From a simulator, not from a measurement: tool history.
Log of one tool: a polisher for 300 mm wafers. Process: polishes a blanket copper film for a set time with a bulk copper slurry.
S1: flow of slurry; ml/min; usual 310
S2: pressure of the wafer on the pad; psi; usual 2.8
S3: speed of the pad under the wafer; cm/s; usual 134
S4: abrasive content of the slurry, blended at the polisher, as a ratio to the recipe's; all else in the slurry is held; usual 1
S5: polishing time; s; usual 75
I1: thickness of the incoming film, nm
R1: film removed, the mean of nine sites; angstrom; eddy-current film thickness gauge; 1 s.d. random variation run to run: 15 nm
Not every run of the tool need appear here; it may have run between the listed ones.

Run 1, day 0: usual settings; I1 3756.8. Result: R1 9997 angstrom.
Run 2, day 0.517: usual settings; I1 3781.5. Result: R1 9885 angstrom.
At day 0.771: worn pad replaced by a new one.
Run 3, day 1.2: usual settings; I1 3799.5. Result: R1 10091 angstrom.
Run 4, day 1.796: usual settings; I1 3812.3. Result: R1 10175 angstrom.
Run 5, day 2.225: usual settings; I1 3736.9. Result: R1 9757 angstrom.
At day 2.771: slurry nozzle cleaned.
Run 6, day 2.829: usual settings; I1 3728.9. Result: R1 9551 angstrom.
At day 3.142: slurry blender recalibrated.
At day 3.404: worn pad replaced by a new one.
Run 7, day 3.425: usual settings but S2 3.1 psi; I1 3769.3. Result: R1 9931 angstrom.
At day 3.792: head pressure recalibrated.
Run 8, day 4.071: usual settings but S2 3.1 psi; I1 3710.4. Result: R1 9590 angstrom.
Run 9, day 4.342: usual settings but S2 2.4 psi, S3 166 cm/s, S4 0.8; I1 3745.7. Result: R1 8933 angstrom.
Run 10, day 4.662: usual settings but S1 245 ml/min, S2 2.5 psi, S3 118 cm/s; I1 3771.4. Result: R1 6876 angstrom.
At day 4.954: worn pad replaced by a new one, repeated, since the last time left the tool worse.
Run 11, day 5.267: usual settings but S2 2.2 psi, S3 108 cm/s, S4 1.25, S5 93 s; I1 3750.7. Result: R1 8385 angstrom.
Run 12, day 5.579: usual settings but S1 410 ml/min, S2 1.8 psi, S3 92 cm/s, S5 86 s; I1 3743.7. Result: R1 5269 angstrom.
Run 13, day 5.992: usual settings but S1 245 ml/min, S3 90 cm/s, S4 0.75; I1 3717.5. Result: R1 6302 angstrom.
Run 14, day 6.7: usual settings but S1 280 ml/min, S4 0.85; I1 3736.5. Result: R1 9289 angstrom.
Run 15, day 7.217: usual settings but S1 340 ml/min, S3 156 cm/s, S5 85 s; I1 3698.7. Result: R1 12687 angstrom.
At day 7.504: worn pad replaced by a new one.
Run 16, day 7.8: usual settings; I1 3806.4. Result: R1 10074 angstrom.
Run 17, day 8.1: usual settings but S2 1.9 psi, S3 96 cm/s, S5 68 s; I1 3745.6. Result: R1 4510 angstrom.

Each row is a separate what-if for the run after 17, all from the same tool condition, not one after another. Results?
Run A, day 8.117: usual settings but S4 0.9; I1 3801.3. Result: R1 ?.
Run B, day 8.117: usual settings but S1 275 ml/min; I1 3801.3. Result: R1 ?.
Run C, day 8.117: usual settings but S2 3.7 psi, S4 1.2, S5 83 s; I1 3801.3. Result: R1 ?.
Run D, day 8.117: usual settings but S5 67 s; I1 3801.3. Result: R1 ?.
Run E, day 8.117: usual settings but S5 59 s; I1 3801.3. Result: R1 ?.

run     R1
  A   9864
  B   9930
  C  15207
  D   8980
  E   7908
With the hidden condition removed and each run's random variation left untouched, the same runs would have given:
run     R1
  A   9929
  B   9994
  C  15306
  D   9039
  E   7959

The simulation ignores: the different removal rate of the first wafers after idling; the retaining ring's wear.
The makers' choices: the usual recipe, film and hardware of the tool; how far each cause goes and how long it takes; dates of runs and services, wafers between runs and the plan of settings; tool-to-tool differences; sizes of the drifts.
